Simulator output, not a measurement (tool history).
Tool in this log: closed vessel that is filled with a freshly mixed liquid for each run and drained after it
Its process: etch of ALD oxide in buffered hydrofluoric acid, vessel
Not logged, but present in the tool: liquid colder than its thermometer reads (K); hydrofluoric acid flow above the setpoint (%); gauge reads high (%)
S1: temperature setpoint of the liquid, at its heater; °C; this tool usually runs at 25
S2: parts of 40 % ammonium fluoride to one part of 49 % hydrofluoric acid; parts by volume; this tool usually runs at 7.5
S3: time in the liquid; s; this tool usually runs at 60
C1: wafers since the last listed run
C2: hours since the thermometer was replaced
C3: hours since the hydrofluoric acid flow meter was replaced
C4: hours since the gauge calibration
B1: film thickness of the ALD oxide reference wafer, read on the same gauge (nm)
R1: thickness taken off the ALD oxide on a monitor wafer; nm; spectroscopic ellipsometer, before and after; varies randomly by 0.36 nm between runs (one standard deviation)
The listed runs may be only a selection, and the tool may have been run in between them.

| run | hour | S1 | S2 | S3 | C1 | C2 | C3 | C4 | B1 | R1 |
|---|---|---|---|---|---|---|---|---|---|---|
| 1 | 0 | 25 | 7.5 | 60 | 0 | 321 | 803.4 | 2050.4 | 40.05 | 104.19 |
| 2 | 74.7 | 25 | 7.5 | 60 | 9116 | 395.7 | 878.1 | 2125.1 | 39.98 | 103.93 |
| 3 | 178.7 | 28.5 | 7.5 | 35 | 12692 | 499.7 | 982.1 | 2229.1 | 39.96 | 72.87 |
| 4 | 231.4 | 28.5 | 7.5 | 35 | 6431 | 552.4 | 1034.8 | 2281.8 | 40.03 | 73.63 |
| 5 | 338.4 | 25 | 5.5 | 60 | 13058 | 659.4 | 1141.8 | 2388.8 | 40 | 137.9 |
|  | 416.9 | thermometer replaced |
| 6 | 659.4 | 25 | 7.5 | 60 | 39052 | 242.5 | 1462.8 | 2709.8 | 39.98 | 104.72 |
| 7 | 700.8 | 25 | 9.5 | 60 | 5052 | 283.9 | 1504.2 | 2751.2 | 40.04 | 82.42 |
| 8 | 856.1 | 25 | 9.5 | 60 | 18952 | 439.2 | 1659.5 | 2906.5 | 39.96 | 82.09 |
| 9 | 912.3 | 25 | 9.5 | 60 | 6858 | 495.4 | 1715.7 | 2962.7 | 40 | 82.87 |
| 10 | 992.8 | 25 | 7.5 | 60 | 9824 | 575.9 | 1796.2 | 3043.2 | 40 | 104.54 |
| 11 | 1073.9 | 25 | 7.5 | 60 | 9897 | 657 | 1877.3 | 3124.3 | 40.02 | 104.52 |
| 12 | 1126.1 | 25 | 7.5 | 60 | 6370 | 709.2 | 1929.5 | 3176.5 | 40 | 105.24 |
| 13 | 1162.4 | 25 | 7.5 | 60 | 4430 | 745.5 | 1965.8 | 3212.8 | 40.02 | 104.57 |
| 14 | 1242 | 25 | 7.5 | 60 | 9714 | 825.1 | 2045.4 | 3292.4 | 39.98 | 104.87 |
|  | 1278.1 | thermometer replaced |
| 15 | 1330.5 | 25 | 7.5 | 60 | 10678 | 52.4 | 2133.9 | 3380.9 | 39.99 | 105.54 |
| 16 | 1552.2 | 23 | 7.5 | 60 | 27056 | 274.1 | 2355.6 | 3602.6 | 40.01 | 94.72 |
| 17 | 1647.8 | 23 | 7.5 | 60 | 11666 | 369.7 | 2451.2 | 3698.2 | 39.96 | 94.64 |
|  | 1709.9 | gauge calibrated |
| 18 | 1726.9 | 25 | 7.5 | 60 | 9653 | 448.8 | 2530.3 | 17 | 40 | 106.2 |
| 19 | 1824.7 | 29 | 7.5 | 60 | 11935 | 546.6 | 2628.1 | 114.8 | 39.96 | 130.94 |
| 20 | 1879.4 | 25 | 7.5 | 90 | 6675 | 601.3 | 2682.8 | 169.5 | 40.02 | 158.32 |
|  | 1898.9 | hydrofluoric acid flow meter replaced |
|  | 2013.7 | thermometer replaced |
| 21 | 2050.4 | 25 | 7.5 | 60 | 20624 | 36.7 | 151.5 | 340.5 | 40.02 | 107.65 |
| 22 | 2101.6 | 26.5 | 9.5 | 60 | 6248 | 87.9 | 202.7 | 391.7 | 39.95 | 90.53 |
| 23 | 2180 | 25 | 8.5 | 50 | 9567 | 166.3 | 281.1 | 470.1 | 40 | 78.09 |
| 24 | 2279.8 | 25 | 7.5 | 60 | 12179 | 266.1 | 380.9 | 569.9 | 40.04 | 107.25 |
| 25 | 2374.5 | 25 | 7.5 | 60 | 11557 | 360.8 | 475.6 | 664.6 | 40.01 | 108.19 |
|  | 2436.3 | hydrofluoric acid flow meter replaced, repeated, since the last time left the tool worse |
| 26 | 2661.7 | 29.5 | 7.5 | 60 | 34927 | 648 | 225.4 | 951.8 | 39.99 | 130.95 |
|  | 2858.4 | thermometer replaced |
| 27 | 2870 | 25 | 6 | 70 | 25298 | 11.6 | 433.7 | 1160.1 | 39.99 | 148.55 |
| 28 | 2957.3 | 25 | 7.5 | 60 | 10654 | 98.9 | 521 | 1247.4 | 40.03 | 104.42 |
| 29 | 3040.2 | 28 | 7.5 | 70 | 10117 | 181.8 | 603.9 | 1330.3 | 39.94 | 142.76 |
| 30 | 3106.5 | 25 | 9.5 | 60 | 8091 | 248.1 | 670.2 | 1396.6 | 40.04 | 82.16 |
| 31 | 3153.3 | 25 | 7.5 | 50 | 5711 | 294.9 | 717 | 1443.4 | 40.03 | 86.85 |
| 32 | 3234.2 | 21.5 | 9 | 60 | 9873 | 375.8 | 797.9 | 1524.3 | 39.95 | 70.54 |
| 33 | 3270.5 | 30 | 5.5 | 60 | 4430 | 412.1 | 834.2 | 1560.6 | 39.96 | 179.52 |
| 34 | 3369.7 | 25 | 7.5 | 30 | 12106 | 511.3 | 933.4 | 1659.8 | 40.07 | 52.13 |
| 35 | 3440.2 | 25 | 7.5 | 60 | 8603 | 581.8 | 1003.9 | 1730.3 | 40.06 | 104.32 |

Hidden state at the last listed run before each entry between runs and at the first one after, where it differs:
Logged between run 5 and run 6: thermometer replaced (hour 416.9)
  hydrofluoric acid flow above the setpoint (%): 0.981 -> 1.25
  measured less the result without the state, R1: +1.12 -> +1.4 nm
Logged between run 14 and run 15: thermometer replaced (hour 1278.1)
  hydrofluoric acid flow above the setpoint (%): 1.73 -> 1.81
  measured less the result without the state, R1: +1.93 -> +2.02 nm
Logged between run 17 and run 18: gauge calibrated (hour 1709.9)
  hydrofluoric acid flow above the setpoint (%): 2.07 -> 2.14
  measured less the result without the state, R1: +2.07 -> +2.4 nm
Logged between run 20 and run 21: hydrofluoric acid flow meter replaced (hour 1898.9); thermometer replaced (hour 2013.7)
  hydrofluoric acid flow above the setpoint (%): 2.27 -> 3.93
  measured less the result without the state, R1: +3.78 -> +4.39 nm
Logged between run 25 and run 26: hydrofluoric acid flow meter replaced, repeated, since the last time left the tool worse (hour 2436.3)
  hydrofluoric acid flow above the setpoint (%): 4.2 -> 0.456
  measured less the result without the state, R1: +4.7 -> +0.64 nm
Logged between run 26 and run 27: thermometer replaced (hour 2858.4)
  hydrofluoric acid flow above the setpoint (%): 0.456 -> 0.63
  measured less the result without the state, R1: +0.64 -> +0.8 nm
